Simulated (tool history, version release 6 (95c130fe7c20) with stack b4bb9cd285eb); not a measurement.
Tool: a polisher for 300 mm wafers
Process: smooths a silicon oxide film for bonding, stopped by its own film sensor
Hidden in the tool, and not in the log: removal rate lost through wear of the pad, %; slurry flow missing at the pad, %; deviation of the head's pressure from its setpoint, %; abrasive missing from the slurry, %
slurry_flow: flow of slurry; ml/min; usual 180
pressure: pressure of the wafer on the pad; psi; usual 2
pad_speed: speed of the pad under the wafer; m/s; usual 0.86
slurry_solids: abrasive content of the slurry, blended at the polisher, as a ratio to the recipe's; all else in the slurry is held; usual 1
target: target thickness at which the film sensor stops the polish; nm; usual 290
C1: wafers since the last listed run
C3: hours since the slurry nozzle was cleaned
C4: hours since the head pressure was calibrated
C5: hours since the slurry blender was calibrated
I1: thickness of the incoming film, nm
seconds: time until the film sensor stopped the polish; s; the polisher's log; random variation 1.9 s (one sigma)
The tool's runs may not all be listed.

Run 1, day 0: usual settings; C1 0; wafers polished on this pad 2089; C3 568.7; C4 155; C5 13.2; I1 366.4. Result: seconds 136.5 s.
At day 3.533: slurry nozzle cleaned.
Run 2, day 5.958: usual settings; C1 1138; wafers polished on this pad 3227; C3 58.2; C4 298; C5 156.2; I1 359.1. Result: seconds 124 s.
Run 3, day 9.867: usual settings but slurry_solids 0.8; C1 751; wafers polished on this pad 3979; C3 152; C4 391.8; C5 250; I1 356.6. Result: seconds 135 s.
Run 4, day 13.988: usual settings but slurry_solids 0.8; C1 792; wafers polished on this pad 4771; C3 250.9; C4 490.7; C5 348.9; I1 359.3. Result: seconds 142 s.
At day 16.212: worn pad replaced by a new one.
Run 5, day 16.429: usual settings but pad_speed 0.76 m/s; C1 437; wafers polished on this pad 41; C3 309.5; C4 549.3; C5 407.5; I1 361.4. Result: seconds 140.2 s.
Run 6, day 20.654: usual settings but pressure 2.4 psi; C1 812; wafers polished on this pad 854; C3 410.9; C4 650.7; C5 508.9; I1 362.5. Result: seconds 113.3 s.
Run 7, day 22.717: usual settings but pressure 2.4 psi; C1 396; wafers polished on this pad 1251; C3 460.4; C4 700.2; C5 558.4; I1 361.9. Result: seconds 114.6 s.
At day 24.062: slurry blender recalibrated.
Run 8, day 25.896: usual settings but pressure 2.4 psi; C1 595; wafers polished on this pad 1846; C3 536.7; C4 776.5; C5 44; I1 367.7. Result: seconds 122.2 s.
Run 9, day 28.233: usual settings but pad_speed 0.62 m/s; C1 449; wafers polished on this pad 2296; C3 592.8; C4 832.6; C5 100.1; I1 353. Result: seconds 148.9 s.
Run 10, day 32.15: usual settings but pad_speed 0.62 m/s; C1 753; wafers polished on this pad 3049; C3 686.8; C4 926.6; C5 194.1; I1 356.7. Result: seconds 156.9 s.
At day 33.633: slurry nozzle cleaned.
Run 11, day 35.475: usual settings but pad_speed 0.62 m/s; C1 631; wafers polished on this pad 3681; C3 44.2; C4 1006.4; C5 273.9; I1 357.6. Result: seconds 157.2 s.
Run 12, day 38.571: usual settings; C1 595; wafers polished on this pad 4277; C3 118.5; C4 1080.7; C5 348.2; I1 358.6. Result: seconds 125.3 s.
Run 13, day 40.825: usual settings but pad_speed 1.14 m/s, target 312 nm; C1 433; wafers polished on this pad 4710; C3 172.6; C4 1134.8; C5 402.3; I1 361.8. Result: seconds 72 s.
At day 42.171: worn pad replaced by a new one.
At day 42.538: head pressure recalibrated.
Run 14, day 44.696: usual settings but pressure 2.2 psi; C1 696; wafers polished on this pad 470; C3 265.5; C4 51.8; C5 495.2; I1 363.9. Result: seconds 125.2 s.
Run 15, day 46.588: usual settings but pressure 2.4 psi; C1 363; wafers polished on this pad 834; C3 310.9; C4 97.2; C5 540.6; I1 361.5. Result: seconds 114.9 s.
Run 16, day 49.358: usual settings but slurry_flow 125 ml/min, pad_speed 0.62 m/s, target 278 nm; C1 533; wafers polished on this pad 1367; C3 377.4; C4 163.7; C5 607.1; I1 354.5. Result: seconds 191.1 s.
At day 50.367: slurry blender recalibrated.
Run 17, day 52.775: usual settings but pressure 2.4 psi, pad_speed 1.08 m/s; C1 641; wafers polished on this pad 2008; C3 459.4; C4 245.7; C5 57.8; I1 367.4. Result: seconds 102.8 s.
Run 18, day 55.267: usual settings but pressure 2.3 psi; C1 479; wafers polished on this pad 2487; C3 519.2; C4 305.5; C5 117.6; I1 353.8. Result: seconds 101.2 s.

The next listed run, before its measurement:
Run 19, day 57.671: usual settings but slurry_flow 150 ml/min; C1 462; wafers polished on this pad 2950; C3 576.9; C4 363.2; C5 175.3; I1 359.7. Result: seconds ?.

seconds: 128.7 s
Without the tool's hidden state the same run would have given seconds 128.7 s.
